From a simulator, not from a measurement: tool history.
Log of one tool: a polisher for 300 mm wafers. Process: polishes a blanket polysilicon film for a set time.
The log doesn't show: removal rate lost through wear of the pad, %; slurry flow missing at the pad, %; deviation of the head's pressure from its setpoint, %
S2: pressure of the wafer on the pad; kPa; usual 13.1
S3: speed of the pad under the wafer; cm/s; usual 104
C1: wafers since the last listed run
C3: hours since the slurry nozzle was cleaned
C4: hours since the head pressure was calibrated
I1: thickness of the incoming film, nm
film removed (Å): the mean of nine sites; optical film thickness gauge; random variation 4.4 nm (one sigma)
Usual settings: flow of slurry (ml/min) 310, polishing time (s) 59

run 1 hour=0.0 | flow_of_slurry_(ml/min)=225 S2=13.1 S3=104 polishing_time_(s)=59 | C1=0 wafers_polished_on_this_pad=446 C3=632.7 C4=788.4 | I1=1180.4 | film_removed_(Å)=2613
run 2 hour=6.1 | flow_of_slurry_(ml/min)=225 S2=13.1 S3=104 polishing_time_(s)=59 | C1=35 wafers_polished_on_this_pad=482 C3=638.8 C4=794.5 | I1=1176.0 | film_removed_(Å)=2620
run 3 hour=18.7 | flow_of_slurry_(ml/min)=225 S2=13.1 S3=104 polishing_time_(s)=59 | C1=73 wafers_polished_on_this_pad=556 C3=651.4 C4=807.1 | I1=1209.5 | film_removed_(Å)=2612
run 4 hour=26.1 | flow_of_slurry_(ml/min)=310 S2=13.1 S3=120 polishing_time_(s)=74 | C1=43 wafers_polished_on_this_pad=599 C3=658.8 C4=814.5 | I1=1212.6 | film_removed_(Å)=3910
run 5 hour=43.3 | flow_of_slurry_(ml/min)=310 S2=13.1 S3=120 polishing_time_(s)=74 | C1=100 wafers_polished_on_this_pad=699 C3=676.0 C4=831.7 | I1=1186.2 | film_removed_(Å)=3830
-- hour=71.1 worn pad replaced by a new one
run 6 hour=80.1 | flow_of_slurry_(ml/min)=310 S2=13.1 S3=120 polishing_time_(s)=74 | C1=191 wafers_polished_on_this_pad=52 C3=712.8 C4=868.5 | I1=1209.9 | film_removed_(Å)=3914
run 7 hour=94.8 | flow_of_slurry_(ml/min)=310 S2=11.0 S3=104 polishing_time_(s)=70 | C1=85 wafers_polished_on_this_pad=138 C3=727.5 C4=883.2 | I1=1172.7 | film_removed_(Å)=2717
run 8 hour=108.4 | flow_of_slurry_(ml/min)=310 S2=13.1 S3=104 polishing_time_(s)=59 | C1=79 wafers_polished_on_this_pad=217 C3=741.1 C4=896.8 | I1=1188.9 | film_removed_(Å)=2676
run 9 hour=120.8 | flow_of_slurry_(ml/min)=310 S2=13.1 S3=104 polishing_time_(s)=59 | C1=72 wafers_polished_on_this_pad=290 C3=753.5 C4=909.2 | I1=1196.4 | film_removed_(Å)=2731
-- hour=127.6 slurry nozzle cleaned
run 10 hour=128.1 | flow_of_slurry_(ml/min)=310 S2=13.1 S3=104 polishing_time_(s)=59 | C1=36 wafers_polished_on_this_pad=327 C3=0.5 C4=916.5 | I1=1189.4 | film_removed_(Å)=2967
run 11 hour=136.6 | flow_of_slurry_(ml/min)=310 S2=13.1 S3=104 polishing_time_(s)=59 | C1=49 wafers_polished_on_this_pad=377 C3=9.0 C4=925.0 | I1=1167.0 | film_removed_(Å)=2881
run 12 hour=144.3 | flow_of_slurry_(ml/min)=310 S2=13.1 S3=104 polishing_time_(s)=59 | C1=45 wafers_polished_on_this_pad=422 C3=16.7 C4=932.7 | I1=1171.7 | film_removed_(Å)=2912
run 13 hour=150.6 | flow_of_slurry_(ml/min)=310 S2=13.1 S3=104 polishing_time_(s)=59 | C1=36 wafers_polished_on_this_pad=458 C3=23.0 C4=939.0 | I1=1214.6 | film_removed_(Å)=2892
run 14 hour=163.3 | flow_of_slurry_(ml/min)=310 S2=13.1 S3=104 polishing_time_(s)=51 | C1=74 wafers_polished_on_this_pad=533 C3=35.7 C4=951.7 | I1=1211.3 | film_removed_(Å)=2530
run 15 hour=176.7 | flow_of_slurry_(ml/min)=310 S2=13.1 S3=104 polishing_time_(s)=51 | C1=78 wafers_polished_on_this_pad=611 C3=49.1 C4=965.1 | I1=1188.8 | film_removed_(Å)=2582
run 16 hour=187.7 | flow_of_slurry_(ml/min)=310 S2=13.1 S3=104 polishing_time_(s)=51 | C1=64 wafers_polished_on_this_pad=675 C3=60.1 C4=976.1 | I1=1199.5 | film_removed_(Å)=2576
run 17 hour=199.3 | flow_of_slurry_(ml/min)=310 S2=9.0 S3=104 polishing_time_(s)=59 | C1=67 wafers_polished_on_this_pad=743 C3=71.7 C4=987.7 | I1=1190.2 | film_removed_(Å)=2011
-- hour=207.3 worn pad replaced by a new one
run 18 hour=212.7 | flow_of_slurry_(ml/min)=245 S2=9.7 S3=138 polishing_time_(s)=46 | C1=54 wafers_polished_on_this_pad=31 C3=85.1 C4=1001.1 | I1=1183.0 | film_removed_(Å)=2045
run 19 hour=224.1 | flow_of_slurry_(ml/min)=310 S2=13.1 S3=104 polishing_time_(s)=59 | C1=66 wafers_polished_on_this_pad=98 C3=96.5 C4=1012.5 | I1=1197.1 | film_removed_(Å)=2995
-- hour=226.9 head pressure recalibrated
run 20 hour=237.3 | flow_of_slurry_(ml/min)=310 S2=17.9 S3=104 polishing_time_(s)=65 | C1=65 wafers_polished_on_this_pad=163 C3=109.7 C4=10.4 | I1=1193.9 | film_removed_(Å)=4395
run 21 hour=247.3 | flow_of_slurry_(ml/min)=310 S2=11.7 S3=82 polishing_time_(s)=75 | C1=58 wafers_polished_on_this_pad=221 C3=119.7 C4=20.4 | I1=1165.4 | film_removed_(Å)=2740
run 22 hour=262.5 | flow_of_slurry_(ml/min)=310 S2=13.1 S3=104 polishing_time_(s)=59 | C1=88 wafers_polished_on_this_pad=310 C3=134.9 C4=35.6 | I1=1184.1 | film_removed_(Å)=2901
run 23 hour=277.4 | flow_of_slurry_(ml/min)=210 S2=13.1 S3=104 polishing_time_(s)=51 | C1=87 wafers_polished_on_this_pad=397 C3=149.8 C4=50.5 | I1=1207.4 | film_removed_(Å)=2393
run 24 hour=289.4 | flow_of_slurry_(ml/min)=205 S2=11.7 S3=104 polishing_time_(s)=40 | C1=70 wafers_polished_on_this_pad=468 C3=161.8 C4=62.5 | I1=1166.5 | film_removed_(Å)=1704
run 25 hour=303.5 | flow_of_slurry_(ml/min)=310 S2=13.1 S3=104 polishing_time_(s)=59 | C1=82 wafers_polished_on_this_pad=550 C3=175.9 C4=76.6 | I1=1166.3 | film_removed_(Å)=2868
run 26 hour=319.3 | flow_of_slurry_(ml/min)=310 S2=11.0 S3=80 polishing_time_(s)=59 | C1=92 wafers_polished_on_this_pad=642 C3=191.7 C4=92.4 | I1=1183.2 | film_removed_(Å)=2031
-- hour=331.9 worn pad replaced by a new one
run 27 hour=336.6 | flow_of_slurry_(ml/min)=310 S2=13.1 S3=94 polishing_time_(s)=59 | C1=77 wafers_polished_on_this_pad=27 C3=209.0 C4=109.7 | I1=1191.0 | film_removed_(Å)=2707
run 28 hour=348.1 | flow_of_slurry_(ml/min)=310 S2=15.9 S3=80 polishing_time_(s)=59 | C1=67 wafers_polished_on_this_pad=94 C3=220.5 C4=121.2 | I1=1213.8 | film_removed_(Å)=2852
run 29 hour=364.8 | flow_of_slurry_(ml/min)=310 S2=9.7 S3=104 polishing_time_(s)=59 | C1=97 wafers_polished_on_this_pad=192 C3=237.2 C4=137.9 | I1=1182.9 | film_removed_(Å)=2216
run 30 hour=414.2 | flow_of_slurry_(ml/min)=215 S2=13.1 S3=104 polishing_time_(s)=41 | C1=288 wafers_polished_on_this_pad=480 C3=286.6 C4=187.3 | I1=1202.0 | film_removed_(Å)=1937
run 31 hour=423.0 | flow_of_slurry_(ml/min)=405 S2=11.0 S3=104 polishing_time_(s)=59 | C1=51 wafers_polished_on_this_pad=532 C3=295.4 C4=196.1 | I1=1189.4 | film_removed_(Å)=2472
run 32 hour=439.1 | flow_of_slurry_(ml/min)=405 S2=13.1 S3=88 polishing_time_(s)=54 | C1=94 wafers_polished_on_this_pad=626 C3=311.5 C4=212.2 | I1=1202.3 | film_removed_(Å)=2326
run 33 hour=452.7 | flow_of_slurry_(ml/min)=310 S2=13.1 S3=104 polishing_time_(s)=59 | C1=79 wafers_polished_on_this_pad=706 C3=325.1 C4=225.8 | I1=1194.0 | film_removed_(Å)=2931
run 34 hour=465.2 | flow_of_slurry_(ml/min)=360 S2=13.1 S3=138 polishing_time_(s)=59 | C1=73 wafers_polished_on_this_pad=779 C3=337.6 C4=238.3 | I1=1182.8 | film_removed_(Å)=3581
run 35 hour=475.6 | flow_of_slurry_(ml/min)=230 S2=11.0 S3=86 polishing_time_(s)=68 | C1=60 wafers_polished_on_this_pad=839 C3=348.0 C4=248.7 | I1=1213.9 | film_removed_(Å)=2332
-- hour=488.9 worn pad replaced by a new one
run 36 hour=490.7 | flow_of_slurry_(ml/min)=310 S2=13.1 S3=138 polishing_time_(s)=59 | C1=64 wafers_polished_on_this_pad=10 C3=363.1 C4=263.8 | I1=1188.5 | film_removed_(Å)=3598
run 37 hour=499.8 | flow_of_slurry_(ml/min)=310 S2=15.2 S3=128 polishing_time_(s)=41 | C1=53 wafers_polished_on_this_pad=63 C3=372.2 C4=272.9 | I1=1191.9 | film_removed_(Å)=2688
run 38 hour=511.9 | flow_of_slurry_(ml/min)=310 S2=9.0 S3=140 polishing_time_(s)=78 | C1=70 wafers_polished_on_this_pad=134 C3=384.3 C4=285.0 | I1=1193.9 | film_removed_(Å)=3278

Forecast each of these 3 alternatives for the next run:
run A hour=512.3 | flow_of_slurry_(ml/min)=310 S2=13.1 S3=104 polishing_time_(s)=59 | C1=2 wafers_polished_on_this_pad=136 C3=384.7 C4=285.4 | I1=1186.8 | film_removed_(Å)=?
run B hour=512.3 | flow_of_slurry_(ml/min)=310 S2=15.2 S3=130 polishing_time_(s)=59 | C1=2 wafers_polished_on_this_pad=136 C3=384.7 C4=285.4 | I1=1186.8 | film_removed_(Å)=?
run C hour=512.3 | flow_of_slurry_(ml/min)=310 S2=13.1 S3=104 polishing_time_(s)=47 | C1=2 wafers_polished_on_this_pad=136 C3=384.7 C4=285.4 | I1=1186.8 | film_removed_(Å)=?

run=A film_removed_(Å)=2906
run=B film_removed_(Å)=4004
run=C film_removed_(Å)=2315
Without the tool's hidden state the same runs would have given:
run=A film_removed_(Å)=2996
run=B film_removed_(Å)=4128
run=C film_removed_(Å)=2387
